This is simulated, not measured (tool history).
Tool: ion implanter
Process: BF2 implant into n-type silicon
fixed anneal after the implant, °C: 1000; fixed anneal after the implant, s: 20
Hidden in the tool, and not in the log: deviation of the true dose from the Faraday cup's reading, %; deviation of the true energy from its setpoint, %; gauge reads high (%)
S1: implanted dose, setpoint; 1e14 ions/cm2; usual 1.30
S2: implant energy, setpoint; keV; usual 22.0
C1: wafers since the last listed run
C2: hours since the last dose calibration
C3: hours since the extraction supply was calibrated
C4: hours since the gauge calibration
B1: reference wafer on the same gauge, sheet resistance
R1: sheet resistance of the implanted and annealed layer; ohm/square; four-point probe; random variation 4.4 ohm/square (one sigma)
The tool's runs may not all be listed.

run 1 hour=0.0 | S1=1.30 S2=26.5 | C1=0 C2=1764.1 C3=4662.6 C4=651.9 | B1=915.71 | R1=831.87
run 2 hour=152.6 | S1=1.30 S2=22.0 | C1=2181 C2=1916.7 C3=4815.2 C4=804.5 | B1=916.48 | R1=867.64
run 3 hour=413.4 | S1=1.30 S2=22.0 | C1=3728 C2=2177.5 C3=5076.0 C4=1065.3 | B1=916.13 | R1=870.09
run 4 hour=502.8 | S1=1.30 S2=22.0 | C1=1278 C2=2266.9 C3=5165.4 C4=1154.7 | B1=916.72 | R1=866.58
run 5 hour=608.8 | S1=1.55 S2=22.0 | C1=1515 C2=2372.9 C3=5271.4 C4=1260.7 | B1=916.22 | R1=739.94
run 6 hour=670.2 | S1=1.30 S2=22.0 | C1=877 C2=2434.3 C3=5332.8 C4=1322.1 | B1=915.85 | R1=864.57
run 7 hour=739.7 | S1=1.30 S2=22.0 | C1=993 C2=2503.8 C3=5402.3 C4=1391.6 | B1=916.19 | R1=863.90
run 8 hour=843.5 | S1=1.30 S2=22.0 | C1=1484 C2=2607.6 C3=5506.1 C4=1495.4 | B1=916.20 | R1=862.54
run 9 hour=913.3 | S1=1.46 S2=26.5 | C1=997 C2=2677.4 C3=5575.9 C4=1565.2 | B1=915.51 | R1=754.82
-- hour=969.7 Faraday cup replaced and dose calibrated
run 10 hour=1012.0 | S1=1.40 S2=22.0 | C1=1296 C2=42.3 C3=5674.6 C4=1663.9 | B1=916.91 | R1=808.10
run 11 hour=1091.1 | S1=1.40 S2=22.0 | C1=1130 C2=121.4 C3=5753.7 C4=1743.0 | B1=916.02 | R1=806.52
run 12 hour=1153.8 | S1=1.40 S2=22.0 | C1=896 C2=184.1 C3=5816.4 C4=1805.7 | B1=915.09 | R1=809.25
run 13 hour=1231.7 | S1=1.30 S2=22.0 | C1=1113 C2=262.0 C3=5894.3 C4=1883.6 | B1=915.93 | R1=858.43
run 14 hour=1273.2 | S1=1.30 S2=22.0 | C1=593 C2=303.5 C3=5935.8 C4=1925.1 | B1=916.10 | R1=862.87
run 15 hour=1339.7 | S1=1.30 S2=22.0 | C1=950 C2=370.0 C3=6002.3 C4=1991.6 | B1=915.89 | R1=866.93
-- hour=1401.6 extraction supply calibrated
run 16 hour=1408.5 | S1=1.30 S2=22.0 | C1=869 C2=438.8 C3=6.9 C4=2060.4 | B1=915.61 | R1=862.03
run 17 hour=1480.7 | S1=1.30 S2=22.0 | C1=1032 C2=511.0 C3=79.1 C4=2132.6 | B1=916.27 | R1=867.25
run 18 hour=1531.2 | S1=1.30 S2=22.0 | C1=722 C2=561.5 C3=129.6 C4=2183.1 | B1=916.17 | R1=860.62
run 19 hour=1628.7 | S1=1.46 S2=26.5 | C1=1393 C2=659.0 C3=227.1 C4=2280.6 | B1=916.16 | R1=757.77
run 20 hour=1706.8 | S1=1.59 S2=16.0 | C1=1116 C2=737.1 C3=305.2 C4=2358.7 | B1=916.27 | R1=754.60
run 21 hour=1787.9 | S1=1.66 S2=19.0 | C1=1159 C2=818.2 C3=386.3 C4=2439.8 | B1=915.69 | R1=713.76
run 22 hour=1878.1 | S1=1.55 S2=29.0 | C1=1289 C2=908.4 C3=476.5 C4=2530.0 | B1=915.30 | R1=716.42
-- hour=1930.1 gauge calibrated
run 23 hour=1962.5 | S1=1.54 S2=25.0 | C1=1206 C2=992.8 C3=560.9 C4=32.4 | B1=915.99 | R1=729.68
run 24 hour=2033.4 | S1=1.48 S2=29.0 | C1=1013 C2=1063.7 C3=631.8 C4=103.3 | B1=916.10 | R1=741.67
run 25 hour=2085.6 | S1=1.47 S2=27.5 | C1=746 C2=1115.9 C3=684.0 C4=155.5 | B1=915.74 | R1=759.95
run 26 hour=2124.8 | S1=1.66 S2=15.5 | C1=560 C2=1155.1 C3=723.2 C4=194.7 | B1=916.93 | R1=728.25
run 27 hour=2214.8 | S1=1.13 S2=19.0 | C1=1286 C2=1245.1 C3=813.2 C4=284.7 | B1=916.70 | R1=991.92
run 28 hour=2272.6 | S1=1.30 S2=22.0 | C1=826 C2=1302.9 C3=871.0 C4=342.5 | B1=915.71 | R1=863.21
run 29 hour=2347.0 | S1=1.69 S2=19.5 | C1=1063 C2=1377.3 C3=945.4 C4=416.9 | B1=916.50 | R1=699.45
run 30 hour=2396.9 | S1=1.51 S2=22.0 | C1=713 C2=1427.2 C3=995.3 C4=466.8 | B1=915.85 | R1=752.21
run 31 hour=2447.1 | S1=1.30 S2=17.5 | C1=717 C2=1477.4 C3=1045.5 C4=517.0 | B1=916.47 | R1=896.53
run 32 hour=2507.6 | S1=1.42 S2=22.0 | C1=864 C2=1537.9 C3=1106.0 C4=577.5 | B1=916.51 | R1=803.59
run 33 hour=2550.3 | S1=1.05 S2=29.5 | C1=610 C2=1580.6 C3=1148.7 C4=620.2 | B1=915.56 | R1=973.57
run 34 hour=2640.5 | S1=1.44 S2=22.0 | C1=1289 C2=1670.8 C3=1238.9 C4=710.4 | B1=915.14 | R1=790.51
run 35 hour=2680.2 | S1=1.30 S2=19.0 | C1=567 C2=1710.5 C3=1278.6 C4=750.1 | B1=915.95 | R1=882.43
run 36 hour=2762.1 | S1=1.30 S2=22.0 | C1=1170 C2=1792.4 C3=1360.5 C4=832.0 | B1=916.75 | R1=864.68

What the log doesn't show, run by run:
deviation of the true dose from the Faraday cup's reading, %: 0 in every run
deviation of the true energy from its setpoint, %: 0 in every run
gauge reads high (%): 0 in every run
